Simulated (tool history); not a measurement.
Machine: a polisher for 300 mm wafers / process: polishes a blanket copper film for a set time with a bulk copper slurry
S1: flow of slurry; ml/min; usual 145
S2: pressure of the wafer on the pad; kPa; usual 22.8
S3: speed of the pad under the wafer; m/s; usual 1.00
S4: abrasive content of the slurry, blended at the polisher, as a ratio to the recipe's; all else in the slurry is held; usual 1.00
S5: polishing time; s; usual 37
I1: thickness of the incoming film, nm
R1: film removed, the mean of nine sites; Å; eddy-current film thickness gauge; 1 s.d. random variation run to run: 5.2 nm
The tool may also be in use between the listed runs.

Run 1, day 0.000: usual settings; I1 3997.4. Result: R1 3663 Å.
At day 0.388: head pressure recalibrated.
At day 2.129: slurry nozzle cleaned.
At day 2.233: slurry blender recalibrated.
Run 2, day 8.696: usual settings; I1 3963.3. Result: R1 3904 Å.
Run 3, day 10.288: usual settings but S4 1.15; I1 3988.0. Result: R1 4026 Å.
At day 12.454: worn pad replaced by a new one.
Run 4, day 12.938: usual settings; I1 3944.8. Result: R1 3826 Å.
Run 5, day 15.212: usual settings but S2 29.0 kPa; I1 4008.7. Result: R1 4833 Å.
At day 15.479: slurry blender recalibrated.
Run 6, day 17.662: usual settings but S2 18.6 kPa, S5 42 s; I1 4014.6. Result: R1 3485 Å.
Run 7, day 19.258: usual settings but S2 18.6 kPa, S5 42 s; I1 4014.7. Result: R1 3493 Å.
Run 8, day 20.846: usual settings but S2 18.6 kPa, S5 42 s; I1 4017.0. Result: R1 3419 Å.
Run 9, day 23.329: usual settings; I1 3967.5. Result: R1 3703 Å.
At day 24.512: worn pad replaced by a new one.
At day 24.846: head pressure recalibrated.
Run 10, day 26.312: usual settings; I1 3965.7. Result: R1 3667 Å.
Run 11, day 27.783: usual settings; I1 4065.5. Result: R1 3744 Å.
Run 12, day 29.179: usual settings; I1 3991.6. Result: R1 3686 Å.
At day 29.379: slurry blender recalibrated.
Run 13, day 30.342: usual settings; I1 3973.8. Result: R1 3615 Å.
At day 30.446: slurry nozzle cleaned.
Run 14, day 32.388: usual settings but S3 1.32 m/s, S4 1.25; I1 3934.3. Result: R1 5083 Å.
Run 15, day 34.788: usual settings but S2 20.0 kPa; I1 4007.5. Result: R1 3493 Å.
At day 35.942: worn pad replaced by a new one.
Run 16, day 37.754: usual settings but S1 165 ml/min, S4 1.20; I1 4038.5. Result: R1 4109 Å.
Run 17, day 39.171: usual settings; I1 4025.3. Result: R1 3853 Å.
Run 18, day 40.621: usual settings but S2 17.9 kPa, S3 1.22 m/s; I1 3988.4. Result: R1 3429 Å.
At day 43.575: slurry blender recalibrated.
Run 19, day 43.596: usual settings but S3 1.10 m/s, S4 1.10; I1 4029.1. Result: R1 4166 Å.
Run 20, day 46.042: usual settings but S1 110 ml/min, S5 30 s; I1 4031.3. Result: R1 2846 Å.
Run 21, day 47.604: usual settings; I1 3937.8. Result: R1 3795 Å.
At day 47.875: head pressure recalibrated.
At day 50.225: worn pad replaced by a new one.
Run 22, day 50.246: usual settings; I1 4036.9. Result: R1 3724 Å.
Run 23, day 52.288: usual settings but S2 26.9 kPa, S3 1.28 m/s, S5 31 s; I1 3943.8. Result: R1 4342 Å.
Run 24, day 55.175: usual settings but S1 185 ml/min; I1 3956.8. Result: R1 3943 Å.
At day 56.296: slurry nozzle cleaned.
At day 56.992: slurry blender recalibrated.
Run 25, day 57.762: usual settings but S5 45 s; I1 3926.1. Result: R1 4991 Å.
Run 26, day 60.500: usual settings but S2 27.6 kPa; I1 4044.3. Result: R1 4929 Å.
Run 27, day 62.842: usual settings but S3 1.30 m/s; I1 3964.1. Result: R1 4748 Å.

Alternative continuations, all from the tool just after run 27; predict every row:
Run A, day 62.858: usual settings; I1 3979.6. Result: R1 ?.
Run B, day 62.858: usual settings but S2 15.2 kPa, S3 1.32 m/s; I1 3979.6. Result: R1 ?.
Run C, day 62.858: usual settings but S2 19.3 kPa; I1 3979.6. Result: R1 ?.
Run D, day 62.858: usual settings but S1 160 ml/min; I1 3979.6. Result: R1 ?.
Run E, day 62.858: usual settings but S3 1.34 m/s; I1 3979.6. Result: R1 ?.

run    R1
  A  3902
  B  3101
  C  3311
  D  3982
  E  4698
Without the tool's hidden state the same runs would have given:
run    R1
  A  4087
  B  3248
  C  3468
  D  4154
  E  4921
